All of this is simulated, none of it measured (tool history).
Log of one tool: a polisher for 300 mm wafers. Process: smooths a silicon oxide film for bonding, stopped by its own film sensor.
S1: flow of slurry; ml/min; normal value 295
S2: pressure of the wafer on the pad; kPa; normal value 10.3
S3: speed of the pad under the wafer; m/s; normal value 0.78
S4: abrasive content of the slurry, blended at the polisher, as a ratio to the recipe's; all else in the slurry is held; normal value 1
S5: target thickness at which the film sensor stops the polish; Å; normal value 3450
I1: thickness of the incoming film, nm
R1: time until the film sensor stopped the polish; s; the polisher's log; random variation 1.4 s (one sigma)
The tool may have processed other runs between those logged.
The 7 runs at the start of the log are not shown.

run 8 hour=280.3 | S1=295 S2=10.3 S3=0.78 S4=1 S5=3450 | I1=382.8 | R1=99.8
-- hour=335.5 slurry blender recalibrated
run 9 hour=336 | S1=295 S2=10.3 S3=0.78 S4=1 S5=3450 | I1=381.9 | R1=92.5
run 10 hour=386.6 | S1=295 S2=10.3 S3=0.78 S4=1 S5=3450 | I1=378.7 | R1=83.3
run 11 hour=431.9 | S1=295 S2=10.3 S3=0.78 S4=0.8 S5=3450 | I1=379.3 | R1=96.3
-- hour=457.9 worn pad replaced by a new one
run 12 hour=517.7 | S1=385 S2=10.3 S3=0.78 S4=0.7 S5=3450 | I1=386.8 | R1=126.1
run 13 hour=587.9 | S1=295 S2=10.3 S3=0.78 S4=1 S5=3450 | I1=377.1 | R1=82.4
run 14 hour=630.1 | S1=295 S2=13.8 S3=0.96 S4=0.8 S5=3370 | I1=378.1 | R1=75.6
-- hour=657.3 slurry nozzle cleaned
run 15 hour=688 | S1=360 S2=10.3 S3=0.78 S4=0.8 S5=3450 | I1=380.3 | R1=102.7
run 16 hour=721.1 | S1=260 S2=10.3 S3=0.78 S4=1 S5=3450 | I1=380.4 | R1=94.2
run 17 hour=773.5 | S1=295 S2=10.3 S3=0.78 S4=1.1 S5=3450 | I1=381.4 | R1=93
run 18 hour=802.3 | S1=295 S2=10.3 S3=0.78 S4=1.25 S5=3330 | I1=379.5 | R1=110.9
-- hour=808.6 worn pad replaced by a new one
run 19 hour=865.7 | S1=360 S2=12.4 S3=0.78 S4=1 S5=3450 | I1=381.7 | R1=81.9
run 20 hour=893.5 | S1=295 S2=11.7 S3=0.78 S4=0.85 S5=3450 | I1=376.5 | R1=82.7
-- hour=901.8 slurry blender recalibrated
run 21 hour=959.9 | S1=340 S2=13.1 S3=0.78 S4=1.15 S5=3450 | I1=372.5 | R1=50.3
run 22 hour=984.6 | S1=230 S2=10.3 S3=0.78 S4=0.8 S5=3450 | I1=378.8 | R1=93.8
run 23 hour=1028.1 | S1=295 S2=10.3 S3=0.78 S4=0.9 S5=3450 | I1=381.4 | R1=93.7
-- hour=1054.3 head pressure recalibrated
run 24 hour=1071.4 | S1=295 S2=10.3 S3=0.78 S4=1.25 S5=3330 | I1=379.3 | R1=107.2
run 25 hour=1117.2 | S1=295 S2=13.1 S3=0.78 S4=0.8 S5=3450 | I1=377 | R1=74
-- hour=1143.7 worn pad replaced by a new one
-- hour=1189.6 slurry nozzle cleaned
run 26 hour=1252 | S1=380 S2=10.3 S3=0.66 S4=1.2 S5=3490 | I1=380.6 | R1=88.3
run 27 hour=1309.3 | S1=295 S2=10.3 S3=0.52 S4=1 S5=3450 | I1=376.9 | R1=116.5
run 28 hour=1343.9 | S1=295 S2=10.3 S3=0.78 S4=1.2 S5=3450 | I1=377.6 | R1=81.6
run 29 hour=1374.9 | S1=315 S2=13.1 S3=0.78 S4=1 S5=3450 | I1=375.1 | R1=65.8
-- hour=1393.8 slurry blender recalibrated
run 30 hour=1446.6 | S1=295 S2=10.3 S3=0.78 S4=1 S5=3450 | I1=376.7 | R1=82.8

Each row is a separate what-if for the run after 30, all from the same tool condition, not one after another. Results?
run A hour=1447.1 | S1=235 S2=10.3 S3=0.78 S4=1 S5=3450 | I1=373.1 | R1=?
run B hour=1447.1 | S1=295 S2=7.6 S3=0.78 S4=1 S5=3400 | I1=373.1 | R1=?
run C hour=1447.1 | S1=235 S2=13.1 S3=0.78 S4=1 S5=3450 | I1=373.1 | R1=?
run D hour=1447.1 | S1=295 S2=8.3 S3=0.78 S4=0.7 S5=3530 | I1=373.1 | R1=?

run=A R1=72.1
run=B R1=110.2
run=C R1=57.6
run=D R1=72.4
Had the tool no hidden state, the same runs would have come out as:
run=A R1=70.2
run=B R1=107.5
run=C R1=56.2
run=D R1=70.3

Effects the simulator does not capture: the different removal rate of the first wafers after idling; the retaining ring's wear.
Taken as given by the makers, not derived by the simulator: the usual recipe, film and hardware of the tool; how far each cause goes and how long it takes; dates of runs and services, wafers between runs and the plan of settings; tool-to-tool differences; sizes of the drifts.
